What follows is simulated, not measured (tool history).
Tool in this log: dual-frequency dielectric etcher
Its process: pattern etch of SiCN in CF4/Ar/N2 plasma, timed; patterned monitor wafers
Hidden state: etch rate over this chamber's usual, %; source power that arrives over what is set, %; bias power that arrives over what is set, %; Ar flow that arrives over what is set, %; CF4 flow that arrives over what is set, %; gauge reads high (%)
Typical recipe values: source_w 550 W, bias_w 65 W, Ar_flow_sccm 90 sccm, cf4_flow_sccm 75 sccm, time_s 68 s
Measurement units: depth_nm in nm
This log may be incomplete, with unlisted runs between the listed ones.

run    hour  source_w  bias_w  Ar_flow_sccm  cf4_flow_sccm  time_s  wafers since the last listed run  hours since the last wet clean  hours since the last source power generator calibration  hours since the last bias power generator calibration  hours since the last Ar flow controller change  hours since the last CF4 flow controller change  hours since the last upper electrode change  hours since the gauge calibration  read-back reference wafer on the same gauge, depth_nm  depth_nm
  1       0       690      65            90             75    49.5                                 0                           517.2                                                   3648.8                                                 1821.8                                          4025.5                                            345.3                                       1975.2                             2910.1                                                     72      53.7
  2    51.5       550      65            90             75      68                               588                           568.7                                                   3700.3                                                 1873.3                                            4077                                            396.8                                       2026.7                             2961.6                                                     72      65.4
  3   105.4       550      65           108             75      75                               616                           622.6                                                   3754.2                                                 1927.2                                          4130.9                                            450.7                                       2080.6                             3015.5                                                   72.1      69.9
  4   175.4       550      65            90             64      68                               800                           692.6                                                   3824.2                                                 1997.2                                          4200.9                                            520.7                                       2150.6                             3085.5                                                   71.9      63.4
      206.5  -- wet clean of the chamber
      215.6  -- source power generator calibrated
      228.8  -- gauge calibrated
  5   272.4       600      52           103             75    86.5                               788                            65.9                                                     56.8                                                 2094.2                                          4297.9                                            617.7                                       2247.6                               43.6                                                     72      78.9
      335.4  -- CF4 flow controller replaced, repeated, since the last time left the tool worse
  6   351.5       550      52            90             75      68                               835                             145                                                    135.9                                                 2173.3                                            4377                                             16.1                                       2326.7                              122.7                                                     72      59.9
  7   395.6       420      65            90             75      68                               504                           189.1                                                      180                                                 2217.4                                          4421.1                                             60.2                                       2370.8                              166.8                                                     72      56.5
  8   433.5       550      65            90             75      68                               433                             227                                                    217.9                                                 2255.3                                            4459                                             98.1                                       2408.7                              204.7                                                     72      64.7
  9   531.4       550      65            75             87      68                              1119                           324.9                                                    315.8                                                 2353.2                                          4556.9                                              196                                       2506.6                              302.6                                                     72      67.9
      550.4  -- Ar flow controller replaced
 10     622       550      70            90             75      68                               967                           415.5                                                    406.4                                                 2443.8                                            71.6                                            286.6                                       2597.2                              393.2                                                     72      65.9
 11   726.8       550      65            90             75      68                              1198                           520.3                                                    511.2                                                 2548.6                                           176.4                                            391.4                                         2702                                498                                                   71.9      63.9
      807.4  -- upper electrode replaced
 12   807.9       550      65            90             75      68                               652                           601.4                                                    592.3                                                 2629.7                                           257.5                                            472.5                                          0.5                              579.1                                                     72        64
        813  -- bias power generator calibrated
      865.2  -- wet clean of the chamber
 13   873.2       550      65            90             75      68                               426                               8                                                    657.6                                                   60.2                                           322.8                                            537.8                                         65.8                              644.4                                                     72      63.9
 14   939.6       550      65            90             75      68                               759                            74.4                                                      724                                                  126.6                                           389.2                                            604.2                                        132.2                              710.8                                                     72        64
 15   985.3       430      77           100             75    60.5                               522                           120.1                                                    769.7                                                  172.3                                           434.9                                            649.9                                        177.9                              756.5                                                     72      52.8
 16    1074       490      65            90             75      68                              1013                           208.8                                                    858.4                                                    261                                           523.6                                            738.6                                        266.6                              845.2                                                   72.1      60.3
 17  1144.1       550      74            90             69    60.5                               801                           278.9                                                    928.5                                                  331.1                                           593.7                                            808.7                                        336.7                              915.3                                                     72      58.4
 18  1191.7       550      65            77             75      68                               544                           326.5                                                    976.1                                                  378.7                                           641.3                                            856.3                                        384.3                              962.9                                                   72.1      66.1
 19    1415       550      65            90             84    74.5                              2552                           549.8                                                   1199.4                                                    602                                           864.6                                           1079.6                                        607.6                             1186.2                                                   72.1      71.4
 20    1498       450      80            90             75    51.5                               948                           632.8                                                   1282.4                                                    685                                           947.6                                           1162.6                                        690.6                             1269.2                                                   71.9      47.4

Below are 5 alternative next runs, each starting from the tool's condition after run 20. Predict each:
  A  1498.4       550      65            90             75    48.5                                 4                           633.2                                                   1282.8                                                  685.4                                             948                                             1163                                          691                             1269.6                                                      ?         ?
  B  1498.4       550      65            90             68      68                                 4                           633.2                                                   1282.8                                                  685.4                                             948                                             1163                                          691                             1269.6                                                      ?         ?
  C  1498.4       550      65           102             91      68                                 4                           633.2                                                   1282.8                                                  685.4                                             948                                             1163                                          691                             1269.6                                                      ?         ?
  D  1498.4       550      65            90             57      68                                 4                           633.2                                                   1282.8                                                  685.4                                             948                                             1163                                          691                             1269.6                                                      ?         ?
  E  1498.4       460      65            90             92      68                                 4                           633.2                                                   1282.8                                                  685.4                                             948                                             1163                                          691                             1269.6                                                      ?         ?

run  read-back reference wafer on the same gauge, depth_nm  depth_nm
  A                                                     72      45.7
  B                                                     72      62.9
  C                                                     72      64.7
  D                                                     72      60.8
  E                                                     72      60.9
Had the tool no hidden state, the same runs would have come out as:
run  depth_nm
  A        46
  B      63.4
  C      65.2
  D      61.3
  E      61.3
